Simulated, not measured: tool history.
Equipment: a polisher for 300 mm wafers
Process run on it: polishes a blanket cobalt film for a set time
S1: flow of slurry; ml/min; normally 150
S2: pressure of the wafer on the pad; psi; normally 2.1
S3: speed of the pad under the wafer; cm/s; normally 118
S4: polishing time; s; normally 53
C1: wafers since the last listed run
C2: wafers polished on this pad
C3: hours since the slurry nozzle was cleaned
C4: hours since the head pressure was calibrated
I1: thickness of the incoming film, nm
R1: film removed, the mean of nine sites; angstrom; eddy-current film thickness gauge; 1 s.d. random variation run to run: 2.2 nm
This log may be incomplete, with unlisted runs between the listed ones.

run	hour	S1	S2	S3	S4	C1	C2	C3	C4	I1	R1
1	0.0	150	1.7	90	53	0	3580	154.2	31.6	918.9	1554
2	70.8	150	1.7	90	53	535	4115	225.0	102.4	920.8	1544
# hour 91.9: worn pad replaced by a new one
3	203.6	150	2.1	118	53	973	843	357.8	235.2	911.2	2604
4	288.6	150	2.1	118	53	642	1486	442.8	320.2	908.1	2598
5	387.3	150	2.1	118	53	745	2232	541.5	418.9	915.4	2550
# hour 468.2: slurry nozzle cleaned
6	475.9	150	2.1	118	53	662	2894	7.7	507.5	912.6	2520
# hour 533.6: head pressure recalibrated
7	549.0	150	2.1	118	53	537	3431	80.8	15.4	924.0	2519
# hour 583.9: worn pad replaced by a new one
8	719.9	150	2.1	108	53	1261	1027	251.7	186.3	912.7	2369
9	816.9	150	2.1	108	53	733	1760	348.7	283.3	914.0	2359
10	922.0	150	2.1	108	53	794	2554	453.8	388.4	913.1	2308
11	969.3	150	2.1	118	53	357	2912	501.1	435.7	919.4	2536
# hour 981.8: head pressure recalibrated
# hour 1060.2: slurry nozzle cleaned
12	1073.7	125	2.1	130	53	766	3678	13.5	91.9	894.1	2672
# hour 1106.3: worn pad replaced by a new one
13	1177.9	125	2.1	130	53	757	540	117.7	196.1	905.4	2793
14	1271.9	150	2.1	118	53	710	1251	211.7	290.1	915.5	2585
15	1334.1	150	2.1	118	53	470	1721	273.9	352.3	911.8	2603
16	1424.5	150	2.6	118	38	683	2404	364.3	442.7	908.0	2235
17	1509.9	150	2.5	136	53	645	3049	449.7	528.1	900.4	3477
# hour 1514.5: head pressure recalibrated
18	1591.2	195	2.5	154	43	599	3649	531.0	76.7	896.7	3305
# hour 1596.8: slurry nozzle cleaned
# hour 1606.8: worn pad replaced by a new one
19	1655.8	175	2.1	128	53	450	370	59.0	141.3	916.6	2935
20	1697.3	150	2.1	118	53	313	683	100.5	182.8	909.6	2586
21	1764.0	165	1.5	158	43	504	1187	167.2	249.5	904.1	2067
# hour 2003.7: head pressure recalibrated
22	2036.5	135	1.6	118	53	2044	3231	439.7	32.8	913.7	1871
23	2122.5	190	2.1	130	71	649	3881	525.7	118.8	912.0	3779

Forecast run 24:
# hour 2143.3: worn pad replaced by a new one
24	2216.9	150	2.1	108	53	683	555	620.1	213.2	914.7	?

R1: 2405 angstrom
The same run, on a tool lacking any hidden state, would have yielded R1 2472 angstrom.
